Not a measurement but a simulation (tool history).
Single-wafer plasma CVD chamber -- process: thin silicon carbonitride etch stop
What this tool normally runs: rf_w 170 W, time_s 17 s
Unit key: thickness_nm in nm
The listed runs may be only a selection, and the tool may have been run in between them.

| run | day | rf_w | time_s | read-back reference wafer on the same gauge, thickness_nm | thickness_nm |
|---|---|---|---|---|---|
| 1 | 0 | 190 | 17 | 11.098 | 10.487 |
| 2 | 2.933 | 190 | 17 | 11.102 | 10.453 |
| 3 | 6.908 | 170 | 17 | 11.097 | 9.991 |
| 4 | 9.704 | 170 | 17 | 11.104 | 9.996 |
| 5 | 11.279 | 170 | 17 | 11.101 | 9.999 |
| 6 | 13.596 | 170 | 17 | 11.099 | 9.995 |
| 7 | 15.454 | 170 | 17 | 11.102 | 9.977 |
| 8 | 17.788 | 180 | 19.1 | 11.103 | 11.45 |
| 9 | 22.175 | 180 | 19.1 | 11.099 | 11.419 |
|  | 26.458 | RF generator calibrated |
| 10 | 26.533 | 180 | 19.1 | 11.101 | 11.592 |
|  | 27.158 | showerhead replaced |
| 11 | 30.638 | 170 | 17 | 11.101 | 10.094 |
|  | 31.492 | gauge calibrated |
| 12 | 34.362 | 170 | 17 | 11.098 | 10.097 |
| 13 | 36.412 | 170 | 15.4 | 11.1 | 9.121 |
| 14 | 38.167 | 160 | 19.3 | 11.1 | 11.148 |
| 15 | 41.121 | 160 | 19.3 | 11.099 | 11.137 |
| 16 | 42.65 | 180 | 17 | 11.1 | 10.27 |
| 17 | 45.175 | 195 | 18.6 | 11.101 | 11.607 |
| 18 | 48.483 | 155 | 13.9 | 11.099 | 7.9 |
| 19 | 52.904 | 150 | 18.4 | 11.096 | 10.29 |
| 20 | 55.725 | 140 | 14.1 | 11.104 | 7.612 |
|  | 56.608 | thermocouple changed; heater temperature recalibrated |
| 21 | 57.362 | 150 | 19.1 | 11.096 | 10.627 |
|  | 60.45 | RF generator calibrated |
| 22 | 60.471 | 170 | 17 | 11.099 | 10.059 |
| 23 | 63.538 | 200 | 19 | 11.097 | 12.008 |
| 24 | 74.7 | 170 | 17 | 11.099 | 10.066 |
| 25 | 77.429 | 170 | 17 | 11.098 | 10.071 |

5 ways to go on from here, each from the tool as it stands after run 25. What would each give?
| A | 77.446 | 145 | 17 | ? | ? |
| B | 77.446 | 150 | 17 | ? | ? |
| C | 77.446 | 195 | 17 | ? | ? |
| D | 77.446 | 170 | 18.5 | ? | ? |
| E | 77.446 | 170 | 15.2 | ? | ? |

| run | read-back reference wafer on the same gauge, thickness_nm | thickness_nm |
|---|---|---|
| A | 11.1 | 9.377 |
| B | 11.1 | 9.515 |
| C | 11.1 | 10.587 |
| D | 11.1 | 10.909 |
| E | 11.1 | 8.963 |
Without the tool's hidden state the same runs would have given:
| run | thickness_nm |
|---|---|
| A | 9.42 |
| B | 9.558 |
| C | 10.636 |
| D | 10.959 |
| E | 9.004 |

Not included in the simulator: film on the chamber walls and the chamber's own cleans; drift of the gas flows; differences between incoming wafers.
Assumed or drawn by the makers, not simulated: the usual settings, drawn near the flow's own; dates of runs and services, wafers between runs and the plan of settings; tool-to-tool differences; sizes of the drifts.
